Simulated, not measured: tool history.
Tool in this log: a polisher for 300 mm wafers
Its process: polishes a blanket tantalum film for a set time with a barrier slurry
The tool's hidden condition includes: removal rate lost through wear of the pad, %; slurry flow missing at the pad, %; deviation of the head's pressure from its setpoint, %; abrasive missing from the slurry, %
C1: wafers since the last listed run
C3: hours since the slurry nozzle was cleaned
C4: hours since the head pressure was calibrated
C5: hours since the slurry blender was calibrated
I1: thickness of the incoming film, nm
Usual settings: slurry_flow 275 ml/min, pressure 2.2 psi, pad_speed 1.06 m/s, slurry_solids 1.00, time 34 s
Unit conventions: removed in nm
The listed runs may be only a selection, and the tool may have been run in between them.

{"run": 1, "day": 0.0, "slurry_flow": 275, "pressure": 2.2, "pad_speed": 1.06, "slurry_solids": 1.0, "time": 34, "C1": 0, "wafers polished on this pad": 106, "C3": 79.6, "C4": 471.7, "C5": 267.6, "I1": 186.3, "removed": 67.1}
{"run": 2, "day": 2.896, "slurry_flow": 275, "pressure": 2.2, "pad_speed": 1.06, "slurry_solids": 1.0, "time": 34, "C1": 956, "wafers polished on this pad": 1063, "C3": 149.1, "C4": 541.2, "C5": 337.1, "I1": 191.2, "removed": 65.8}
{"day": 5.304, "done": "slurry blender recalibrated"}
{"run": 3, "day": 5.354, "slurry_flow": 275, "pressure": 2.2, "pad_speed": 1.06, "slurry_solids": 1.0, "time": 34, "C1": 784, "wafers polished on this pad": 1847, "C3": 208.1, "C4": 600.2, "C5": 1.2, "I1": 189.3, "removed": 63.8}
{"run": 4, "day": 7.329, "slurry_flow": 275, "pressure": 2.2, "pad_speed": 1.06, "slurry_solids": 1.0, "time": 34, "C1": 652, "wafers polished on this pad": 2499, "C3": 255.5, "C4": 647.6, "C5": 48.6, "I1": 188.1, "removed": 62.9}
{"day": 12.529, "done": "worn pad replaced by a new one"}
{"run": 5, "day": 16.583, "slurry_flow": 275, "pressure": 2.2, "pad_speed": 1.06, "slurry_solids": 1.0, "time": 34, "C1": 3001, "wafers polished on this pad": 1339, "C3": 477.6, "C4": 869.7, "C5": 270.7, "I1": 189.6, "removed": 62.2}
{"day": 18.975, "done": "slurry nozzle cleaned"}
{"run": 6, "day": 20.392, "slurry_flow": 275, "pressure": 2.2, "pad_speed": 1.06, "slurry_solids": 1.0, "time": 34, "C1": 1243, "wafers polished on this pad": 2583, "C3": 34.0, "C4": 961.1, "C5": 362.1, "I1": 188.7, "removed": 60.4}
{"day": 21.225, "done": "slurry blender recalibrated"}
{"run": 7, "day": 24.383, "slurry_flow": 275, "pressure": 2.2, "pad_speed": 0.84, "slurry_solids": 1.0, "time": 34, "C1": 1290, "wafers polished on this pad": 3874, "C3": 129.8, "C4": 1056.9, "C5": 75.8, "I1": 188.9, "removed": 47.0}
{"day": 26.633, "done": "worn pad replaced by a new one"}
{"run": 8, "day": 27.546, "slurry_flow": 275, "pressure": 2.2, "pad_speed": 0.84, "slurry_solids": 1.0, "time": 34, "C1": 989, "wafers polished on this pad": 301, "C3": 205.7, "C4": 1132.8, "C5": 151.7, "I1": 189.3, "removed": 48.0}
{"day": 30.438, "done": "head pressure recalibrated"}
{"day": 37.379, "done": "slurry blender recalibrated"}
{"day": 38.65, "done": "slurry nozzle cleaned"}
{"run": 9, "day": 39.692, "slurry_flow": 275, "pressure": 2.2, "pad_speed": 1.06, "slurry_solids": 1.0, "time": 34, "C1": 3942, "wafers polished on this pad": 4243, "C3": 25.0, "C4": 222.1, "C5": 55.5, "I1": 192.3, "removed": 66.4}
{"run": 10, "day": 42.888, "slurry_flow": 275, "pressure": 1.9, "pad_speed": 1.36, "slurry_solids": 1.0, "time": 26, "C1": 1055, "wafers polished on this pad": 5299, "C3": 101.7, "C4": 298.8, "C5": 132.2, "I1": 190.5, "removed": 56.5}
{"day": 43.208, "done": "worn pad replaced by a new one"}
{"run": 11, "day": 45.7, "slurry_flow": 275, "pressure": 2.2, "pad_speed": 1.24, "slurry_solids": 1.0, "time": 34, "C1": 873, "wafers polished on this pad": 823, "C3": 169.2, "C4": 366.3, "C5": 199.7, "I1": 190.6, "removed": 80.5}
{"run": 12, "day": 48.417, "slurry_flow": 330, "pressure": 2.7, "pad_speed": 1.06, "slurry_solids": 1.0, "time": 26, "C1": 897, "wafers polished on this pad": 1720, "C3": 234.4, "C4": 431.5, "C5": 264.9, "I1": 187.1, "removed": 63.7}
{"run": 13, "day": 52.546, "slurry_flow": 275, "pressure": 2.2, "pad_speed": 1.06, "slurry_solids": 1.0, "time": 34, "C1": 1363, "wafers polished on this pad": 3084, "C3": 333.5, "C4": 530.6, "C5": 364.0, "I1": 188.3, "removed": 65.0}
{"day": 55.021, "done": "slurry blender recalibrated"}
{"run": 14, "day": 56.833, "slurry_flow": 200, "pressure": 2.2, "pad_speed": 0.94, "slurry_solids": 1.0, "time": 43, "C1": 1388, "wafers polished on this pad": 4472, "C3": 436.4, "C4": 633.5, "C5": 43.5, "I1": 188.6, "removed": 71.0}
{"day": 57.154, "done": "worn pad replaced by a new one"}
{"run": 15, "day": 59.992, "slurry_flow": 275, "pressure": 2.2, "pad_speed": 1.06, "slurry_solids": 1.0, "time": 34, "C1": 988, "wafers polished on this pad": 936, "C3": 512.2, "C4": 709.3, "C5": 119.3, "I1": 193.3, "removed": 67.0}
{"day": 60.758, "done": "slurry nozzle cleaned"}
{"run": 16, "day": 63.575, "slurry_flow": 345, "pressure": 2.2, "pad_speed": 0.76, "slurry_solids": 0.75, "time": 34, "C1": 1169, "wafers polished on this pad": 2106, "C3": 67.6, "C4": 795.3, "C5": 205.3, "I1": 191.6, "removed": 39.2}
{"run": 17, "day": 67.204, "slurry_flow": 275, "pressure": 2.2, "pad_speed": 1.24, "slurry_solids": 1.0, "time": 23, "C1": 1198, "wafers polished on this pad": 3304, "C3": 154.7, "C4": 882.4, "C5": 292.4, "I1": 188.7, "removed": 50.1}
{"day": 71.175, "done": "slurry blender recalibrated"}
{"run": 18, "day": 71.679, "slurry_flow": 320, "pressure": 2.8, "pad_speed": 1.26, "slurry_solids": 1.0, "time": 34, "C1": 1450, "wafers polished on this pad": 4755, "C3": 262.1, "C4": 989.8, "C5": 12.1, "I1": 191.5, "removed": 93.2}
{"day": 73.592, "done": "worn pad replaced by a new one"}
{"run": 19, "day": 74.888, "slurry_flow": 275, "pressure": 2.6, "pad_speed": 1.06, "slurry_solids": 1.0, "time": 34, "C1": 1004, "wafers polished on this pad": 427, "C3": 339.1, "C4": 1066.8, "C5": 89.1, "I1": 191.5, "removed": 74.9}

Hidden condition of the tool, last listed run before each entry between runs versus first listed run after:
Run 2 -> run 3: slurry blender recalibrated (day 5.304)
  removal rate lost through wear of the pad, %: 3.07 -> 4.27; deviation of the head's pressure from its setpoint, %: -4.29 -> -4.84
  the result without the hidden state subtracted from the measured one, removed: -5.1 -> -6.3 nm
Run 4 -> run 5: worn pad replaced by a new one (day 12.529)
  removal rate lost through wear of the pad, %: 4.9 -> 4.2; deviation of the head's pressure from its setpoint, %: -5.32 -> -8.06
  the result without the hidden state subtracted from the measured one, removed: -7.0 -> -8.4 nm
Run 5 -> run 6: slurry nozzle cleaned (day 18.975)
  removal rate lost through wear of the pad, %: 4.2 -> 5.6; deviation of the head's pressure from its setpoint, %: -8.06 -> -9.43
  the result without the hidden state subtracted from the measured one, removed: -8.4 -> -10.3 nm
Run 6 -> run 7: slurry blender recalibrated (day 21.225)
  removal rate lost through wear of the pad, %: 5.6 -> 6.28; deviation of the head's pressure from its setpoint, %: -9.43 -> -11
  the result without the hidden state subtracted from the measured one, removed: -10.3 -> -9.4 nm
Run 7 -> run 8: worn pad replaced by a new one (day 26.633)
  removal rate lost through wear of the pad, %: 6.28 -> 1.26; deviation of the head's pressure from its setpoint, %: -11 -> -12.4
  the result without the hidden state subtracted from the measured one, removed: -9.4 -> -7.5 nm
Run 8 -> run 9: head pressure recalibrated (day 30.438); slurry blender recalibrated (day 37.379); slurry nozzle cleaned (day 38.650)
  removal rate lost through wear of the pad, %: 1.26 -> 5.76; deviation of the head's pressure from its setpoint, %: -12.4 -> 0.544
  the result without the hidden state subtracted from the measured one, removed: -7.5 -> -3.7 nm
Run 10 -> run 11: worn pad replaced by a new one (day 43.208)
  removal rate lost through wear of the pad, %: 5.97 -> 2.47; deviation of the head's pressure from its setpoint, %: 0.218 -> -0.148
  the result without the hidden state subtracted from the measured one, removed: -3.4 -> -2.2 nm
Run 13 -> run 14: slurry blender recalibrated (day 55.021)
  removal rate lost through wear of the pad, %: 5.15 -> 5.68; deviation of the head's pressure from its setpoint, %: -1.35 -> -2.33
  the result without the hidden state subtracted from the measured one, removed: -4.4 -> -6.0 nm
Run 14 -> run 15: worn pad replaced by a new one (day 57.154)
  removal rate lost through wear of the pad, %: 5.68 -> 3.07; deviation of the head's pressure from its setpoint, %: -2.33 -> -3.16
  the result without the hidden state subtracted from the measured one, removed: -6.0 -> -4.4 nm
Run 15 -> run 16: slurry nozzle cleaned (day 60.758)
  removal rate lost through wear of the pad, %: 3.07 -> 4.79; deviation of the head's pressure from its setpoint, %: -3.16 -> -4.21
  the result without the hidden state subtracted from the measured one, removed: -4.4 -> -3.8 nm
Run 17 -> run 18: slurry blender recalibrated (day 71.175)
  removal rate lost through wear of the pad, %: 5.64 -> 6.11; deviation of the head's pressure from its setpoint, %: -5.4 -> -7.04
  the result without the hidden state subtracted from the measured one, removed: -6.1 -> -13.6 nm
Run 18 -> run 19: worn pad replaced by a new one (day 73.592)
  removal rate lost through wear of the pad, %: 6.11 -> 1.73; deviation of the head's pressure from its setpoint, %: -7.04 -> -8.33
  the result without the hidden state subtracted from the measured one, removed: -13.6 -> -8.2 nm
